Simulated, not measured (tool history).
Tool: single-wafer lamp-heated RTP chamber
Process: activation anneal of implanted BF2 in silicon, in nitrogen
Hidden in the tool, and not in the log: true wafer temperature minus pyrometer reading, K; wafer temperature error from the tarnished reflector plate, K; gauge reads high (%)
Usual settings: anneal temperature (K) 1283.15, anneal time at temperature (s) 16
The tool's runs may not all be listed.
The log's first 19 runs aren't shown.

run,hour,anneal temperature (K),anneal time at temperature (s),wafers since the last listed run,wafers since the last pyrometer calibration,wafers since the reflector plate was cleaned,hours since the gauge calibration,"read-back reference wafer on the same gauge, sheet resistance",sheet resistance of the implanted and annealed layer (ohm/square)
# hour 492.5: pyrometer window cleaned and pyrometer calibrated
20,493.0,1297.15,8,214,5,8855,832.9,194.23,228.85
21,513.5,1308.15,12,266,271,9121,853.4,194.23,217.60
22,538.0,1257.15,20,317,589,9439,877.9,194.38,242.11
23,570.6,1261.15,7,423,1012,9862,910.5,193.73,257.47
24,604.5,1307.15,13,439,1452,10302,944.4,193.97,215.79
# hour 621.0: gauge calibrated
25,640.4,1283.15,16,465,1918,10768,19.4,193.92,226.14
26,652.7,1298.15,21,159,2078,10927,31.7,193.86,215.83
# hour 663.5: reflector plate cleaned
27,676.4,1269.15,10,203,2282,167,55.4,194.41,248.63
28,700.7,1308.15,16,315,2597,482,79.7,193.77,214.60
# hour 712.8: pyrometer window cleaned and pyrometer calibrated
29,762.8,1260.15,21,702,648,1185,141.8,194.18,245.44
30,777.6,1292.15,9,192,840,1377,156.6,193.84,232.63
31,795.3,1283.15,16,229,1070,1606,174.3,194.23,230.48
32,826.1,1272.15,19,399,1469,2006,205.1,194.11,238.04
# hour 916.7: pyrometer window cleaned and pyrometer calibrated
33,918.9,1273.15,16,1100,28,3106,297.9,194.27,238.25
34,946.7,1283.15,22,360,389,3467,325.7,194.02,226.78
35,974.1,1259.15,9,355,745,3823,353.1,194.22,261.06
36,1010.1,1283.15,16,467,1212,4290,389.1,194.03,229.29

5 ways to go on from here, each from the tool as it stands after run 36. What would each give?
A,1010.5,1283.15,21,5,1217,4295,389.5,?,?
B,1010.5,1264.15,13,5,1217,4295,389.5,?,?
C,1010.5,1312.15,16,5,1217,4295,389.5,?,?
D,1010.5,1300.15,16,5,1217,4295,389.5,?,?
E,1010.5,1308.15,11,5,1217,4295,389.5,?,?

run,"read-back reference wafer on the same gauge, sheet resistance",sheet resistance of the implanted and annealed layer (ohm/square)
A,193.76,226.06
B,193.76,248.41
C,193.76,213.95
D,193.76,220.09
E,193.76,220.66
Without the tool's hidden state the same runs would have given:
run,sheet resistance of the implanted and annealed layer (ohm/square)
A,227.16
B,250.11
C,214.75
D,221.03
E,221.58
